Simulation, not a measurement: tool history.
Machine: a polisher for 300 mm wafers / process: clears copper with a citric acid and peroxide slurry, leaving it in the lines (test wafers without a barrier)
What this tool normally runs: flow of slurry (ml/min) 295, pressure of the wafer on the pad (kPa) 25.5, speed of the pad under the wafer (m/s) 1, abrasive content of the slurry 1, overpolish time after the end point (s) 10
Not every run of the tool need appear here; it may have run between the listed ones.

run   hour  flow of slurry (ml/min)  pressure of the wafer on the pad (kPa)  speed of the pad under the wafer (m/s)  abrasive content of the slurry  overpolish time after the end point (s)  wafers since the last listed run  wafers polished on this pad  hours since the slurry nozzle was cleaned  hours since the head pressure was calibrated  hours since the slurry blender was calibrated  incoming thickness of the incoming film, nm  time until the end point was called (s)  dishing of a wide line in a test structure (Å)
  1      0                      295                                    25.5                                       1                               1                                       10                                 0                          125                                      155.8                                         141.3                                           62.8                                        301.6                                    114.3                                             193
  2   31.2                      295                                    25.5                                       1                               1                                       10                               171                          296                                        187                                         172.5                                             94                                        305.9                                    120.7                                             185
  3   59.1                      295                                    25.5                                       1                               1                                       10                               153                          450                                      214.9                                         200.4                                          121.9                                        308.6                                    120.7                                             182
      74.3  -- slurry blender recalibrated
  4   80.2                      295                                    25.5                                       1                               1                                       10                               105                          555                                        236                                         221.5                                            5.9                                        309.1                                    114.4                                             199
  5  106.8                      295                                    25.5                                       1                               1                                       10                               146                          701                                      262.6                                         248.1                                           32.5                                        307.2                                    116.3                                             189
     132.6  -- worn pad replaced by a new one
  6  141.5                      295                                    25.5                                       1                               1                                       10                               168                           49                                      297.3                                         282.8                                           67.2                                        303.6                                      120                                             188
  7  220.2                      295                                    25.5                                       1                               1                                       10                               433                          482                                        376                                         361.5                                          145.9                                        306.3                                    128.4                                             175
     240.8  -- slurry blender recalibrated
  8  242.5                      295                                    25.5                                       1                               1                                       10                               111                          593                                      398.3                                         383.8                                            1.7                                        302.5                                    114.1                                             185
     273.9  -- slurry nozzle cleaned
     274.8  -- worn pad replaced by a new one
  9  276.7                      295                                    25.5                                       1                               1                                       10                               178                           10                                        2.8                                           418                                           35.9                                        308.1                                    110.2                                             198
 10  294.6                      295                                    25.5                                       1                               1                                       10                                98                          109                                       20.7                                         435.9                                           53.8                                        304.2                                      112                                             197
     310.1  -- head pressure recalibrated
 11  310.6                      295                                    25.5                                       1                               1                                       10                                77                          186                                       36.7                                           0.5                                           69.8                                        305.1                                    111.3                                             190
 12  338.8                      295                                    25.5                                       1                               1                                       10                               155                          341                                       64.9                                          28.7                                             98                                        306.5                                    115.3                                             190
 13  363.4                      295                                    25.5                                       1                               1                                       10                               135                          476                                       89.5                                          53.3                                          122.6                                        305.4                                    121.7                                             188
     369.4  -- slurry blender recalibrated
 14  393.8                      325                                    25.5                                       1                               1                                       10                               156                          632                                      119.9                                          83.7                                           24.4                                        304.8                                    111.7                                             200
 15  414.3                      295                                    25.5                                       1                               1                                       10                               112                          745                                      140.4                                         104.2                                           44.9                                        306.4                                    114.2                                             197
     424.7  -- worn pad replaced by a new one
 16  432.6                      255                                    32.4                                    1.12                               1                                       10                                78                           43                                      158.7                                         122.5                                           63.2                                        309.8                                     86.3                                             253
 17  461.8                      295                                    20.7                                       1                             0.8                                       10                               160                          204                                      187.9                                         151.7                                           92.4                                        304.3                                    154.1                                             148
 18  481.9                      295                                    25.5                                    1.26                               1                                        7                               110                          314                                        208                                         171.8                                          112.5                                        298.6                                     98.2                                             154
 19  494.6                      250                                      20                                    1.32                               1                                       10                                69                          384                                      220.7                                         184.5                                          125.2                                        303.8                                    126.5                                             174
     503.9  -- slurry blender recalibrated
 20  522.8                      295                                      31                                    0.76                               1                                       10                               144                          528                                      248.9                                         212.7                                           18.9                                        309.2                                    120.8                                             192
 21  558.1                      295                                    25.5                                    0.86                               1                                       10                               194                          723                                      284.2                                           248                                           54.2                                        301.2                                      132                                             170
     569.4  -- worn pad replaced by a new one
 22  579.3                      295                                    25.5                                       1                               1                                       10                                94                           54                                      305.4                                         269.2                                           75.4                                        308.4                                    120.6                                             179
 23  601.6                      390                                    20.7                                       1                             0.8                                        5                               122                          176                                      327.7                                         291.5                                           97.7                                        302.5                                    149.1                                              77
 24  623.5                      295                                    25.5                                       1                               1                                       10                               120                          297                                      349.6                                         313.4                                          119.6                                        304.8                                    123.3                                             179
       630  -- slurry blender recalibrated
 25  635.8                      295                                    25.5                                    0.86                            0.85                                       10                                56                          354                                      361.9                                         325.7                                            5.8                                        308.2                                    135.9                                             169
     711.5  -- worn pad replaced by a new one
 26  723.5                      295                                    25.5                                       1                               1                                       13                               460                           66                                      449.6                                         413.4                                           93.5                                        304.4                                    122.5                                             232
 27  740.7                      295                                    25.5                                       1                               1                                       10                                94                          160                                      466.8                                         430.6                                          110.7                                        307.7                                    123.5                                             175

Consider 3 possible next runs. They are alternatives, not a sequence: every one starts from the tool as it was left by run 27. What does each give?
  A  741.2                      295                                    25.5                                       1                               1                                       10                                 2                          163                                      467.3                                         431.1                                          111.2                                        305.8                                        ?                                               ?
  B  741.2                      295                                    25.5                                     1.2                               1                                        8                                 2                          163                                      467.3                                         431.1                                          111.2                                        305.8                                        ?                                               ?
  C  741.2                      295                                    25.5                                       1                            0.75                                       10                                 2                          163                                      467.3                                         431.1                                          111.2                                        305.8                                        ?                                               ?

run  time until the end point was called (s)  dishing of a wide line in a test structure (Å)
  A                                    123.5                                             177
  B                                    105.2                                             167
  C                                    131.8                                             167
The same runs, with their run-to-run variation unchanged, on a tool lacking any hidden condition would have given:
run  time until the end point was called (s)  dishing of a wide line in a test structure (Å)
  A                                    106.6                                             203
  B                                     90.9                                             191
  C                                    114.1                                             190
